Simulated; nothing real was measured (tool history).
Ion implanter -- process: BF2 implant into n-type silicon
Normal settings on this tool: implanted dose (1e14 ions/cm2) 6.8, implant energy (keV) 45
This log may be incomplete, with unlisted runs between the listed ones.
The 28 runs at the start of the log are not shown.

| run | hour | implanted dose (1e14 ions/cm2) | implant energy (keV) | wafers since the last listed run | hours since the last dose calibration | hours since the extraction supply was calibrated | hours since the gauge calibration | read-back reference wafer on the same gauge, sheet resistance | sheet resistance of the implanted and annealed layer (ohm/square) |
|---|---|---|---|---|---|---|---|---|---|
| 29 | 728.2 | 8.32 | 54.5 | 792 | 326.8 | 565.1 | 251.5 | 191.43 | 151.17 |
| 30 | 741.9 | 8.8 | 55.5 | 366 | 340.5 | 578.8 | 265.2 | 191.22 | 144.37 |
| 31 | 765.6 | 6.8 | 45 | 634 | 364.2 | 602.5 | 288.9 | 191.18 | 182.83 |
| 32 | 778.5 | 5.67 | 56 | 345 | 377.1 | 615.4 | 301.8 | 191.1 | 210.81 |
| 33 | 800.8 | 6.8 | 60 | 596 | 399.4 | 637.7 | 324.1 | 191.1 | 177.98 |
| 34 | 823.9 | 5.09 | 59 | 618 | 422.5 | 660.8 | 347.2 | 190.81 | 230.94 |
| 35 | 852.4 | 7.94 | 38.5 | 762 | 451 | 689.3 | 375.7 | 190.81 | 163.28 |
| 36 | 874.5 | 6.8 | 45 | 591 | 473.1 | 711.4 | 397.8 | 190.68 | 182.63 |
| 37 | 903.5 | 6.8 | 35.5 | 776 | 502.1 | 740.4 | 426.8 | 190.38 | 186.6 |

Alternative continuations, all from the tool just after run 37; predict every row:
| A | 903.9 | 6.8 | 45 | 10 | 502.5 | 740.8 | 427.2 | ? | ? |
| B | 903.9 | 8.05 | 35.5 | 10 | 502.5 | 740.8 | 427.2 | ? | ? |
| C | 903.9 | 5.35 | 55 | 10 | 502.5 | 740.8 | 427.2 | ? | ? |
| D | 903.9 | 8.36 | 45 | 10 | 502.5 | 740.8 | 427.2 | ? | ? |

| run | read-back reference wafer on the same gauge, sheet resistance | sheet resistance of the implanted and annealed layer (ohm/square) |
|---|---|---|
| A | 190.38 | 182.53 |
| B | 190.38 | 163.49 |
| C | 190.38 | 221.44 |
| D | 190.38 | 152.99 |
The same runs, with their run-to-run variation unchanged, on a tool lacking any hidden condition would have given:
| run | sheet resistance of the implanted and annealed layer (ohm/square) |
|---|---|
| A | 184.07 |
| B | 164.87 |
| C | 223.31 |
| D | 154.29 |
